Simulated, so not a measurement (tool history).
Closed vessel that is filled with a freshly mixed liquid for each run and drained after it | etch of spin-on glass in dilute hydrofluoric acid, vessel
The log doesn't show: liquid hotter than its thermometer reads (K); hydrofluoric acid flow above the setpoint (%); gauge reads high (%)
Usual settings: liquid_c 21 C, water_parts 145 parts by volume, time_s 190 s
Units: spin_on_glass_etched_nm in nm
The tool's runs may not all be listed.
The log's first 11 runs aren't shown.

| run | day | liquid_c | water_parts | time_s | wafers since the last listed run | hours since the thermometer was replaced | hours since the hydrofluoric acid flow meter was replaced | hours since the gauge calibration | read-back film thickness of the spin-on glass reference wafer, read on the same gauge (nm) | spin_on_glass_etched_nm |
|---|---|---|---|---|---|---|---|---|---|---|
| 12 | 56.196 | 21 | 145 | 125 | 12407 | 2098.8 | 1425 | 1238.8 | 50.01 | 28.47 |
| 13 | 59.908 | 21 | 145 | 125 | 11043 | 2187.9 | 1514.1 | 1327.9 | 49.99 | 28.78 |
| 14 | 62.812 | 21 | 145 | 125 | 8639 | 2257.6 | 1583.8 | 1397.6 | 50 | 29.17 |
| 15 | 66.071 | 24.5 | 180 | 275 | 9692 | 2335.8 | 1662 | 1475.8 | 49.98 | 57.97 |
|  | 66.296 | thermometer replaced |
| 16 | 70.458 | 23 | 170 | 135 | 12927 | 99.9 | 1767.3 | 1581.1 | 50.01 | 26.37 |
|  | 71.879 | hydrofluoric acid flow meter replaced |
| 17 | 74.55 | 21 | 75 | 190 | 12047 | 198.1 | 64.1 | 1679.3 | 50 | 78.72 |
| 18 | 87.462 | 21 | 145 | 125 | 38411 | 508 | 374 | 1989.2 | 50.02 | 25.13 |
| 19 | 91.242 | 21 | 145 | 300 | 11242 | 598.7 | 464.7 | 2079.9 | 50.03 | 60.81 |
| 20 | 94.112 | 21 | 205 | 190 | 8540 | 667.6 | 533.6 | 2148.8 | 49.99 | 26.11 |
|  | 95.204 | gauge calibrated |
| 21 | 95.95 | 21 | 145 | 190 | 5466 | 711.7 | 577.7 | 17.9 | 49.99 | 39.66 |
| 22 | 98.971 | 21 | 145 | 190 | 8986 | 784.2 | 650.2 | 90.4 | 50.01 | 39 |
| 23 | 100.633 | 21 | 105 | 285 | 4945 | 824.1 | 690.1 | 130.3 | 50.01 | 84.36 |
| 24 | 103.946 | 24 | 195 | 105 | 9853 | 903.6 | 769.6 | 209.8 | 50.01 | 17.42 |
| 25 | 105.458 | 21 | 145 | 190 | 4499 | 939.9 | 805.9 | 246.1 | 50.01 | 39.73 |
| 26 | 107.3 | 21 | 145 | 145 | 5478 | 984.1 | 850.1 | 290.3 | 50 | 30.69 |
| 27 | 109.55 | 24 | 125 | 140 | 6693 | 1038.1 | 904.1 | 344.3 | 50.02 | 39.05 |
| 28 | 113.738 | 21 | 145 | 235 | 12456 | 1138.6 | 1004.6 | 444.8 | 49.98 | 49.47 |
| 29 | 116.771 | 17 | 90 | 260 | 9023 | 1211.4 | 1077.4 | 517.6 | 50 | 80.3 |
| 30 | 118.933 | 21 | 145 | 190 | 6432 | 1263.3 | 1129.3 | 569.5 | 49.99 | 40.8 |
| 31 | 120.508 | 21 | 175 | 190 | 4685 | 1301.1 | 1167.1 | 607.3 | 50 | 33.1 |
| 32 | 124.833 | 21 | 110 | 190 | 12865 | 1404.9 | 1270.9 | 711.1 | 49.98 | 56.81 |
| 33 | 127.512 | 17 | 145 | 190 | 7969 | 1469.2 | 1335.2 | 775.4 | 50 | 35.85 |
| 34 | 130.679 | 21 | 145 | 130 | 9420 | 1545.2 | 1411.2 | 851.4 | 49.99 | 28.82 |

3 ways to go on from here, each from the tool as it stands after run 34. What would each give?
| A | 130.708 | 23 | 145 | 190 | 86 | 1545.9 | 1411.9 | 852.1 | ? | ? |
| B | 130.708 | 19 | 80 | 190 | 86 | 1545.9 | 1411.9 | 852.1 | ? | ? |
| C | 130.708 | 21 | 100 | 160 | 86 | 1545.9 | 1411.9 | 852.1 | ? | ? |

| run | read-back film thickness of the spin-on glass reference wafer, read on the same gauge (nm) | spin_on_glass_etched_nm |
|---|---|---|
| A | 49.99 | 45.69 |
| B | 49.99 | 75.82 |
| C | 49.99 | 54.22 |
Without the tool's hidden state the same runs would have given:
| run | spin_on_glass_etched_nm |
|---|---|
| A | 38.88 |
| B | 64.5 |
| C | 46.14 |
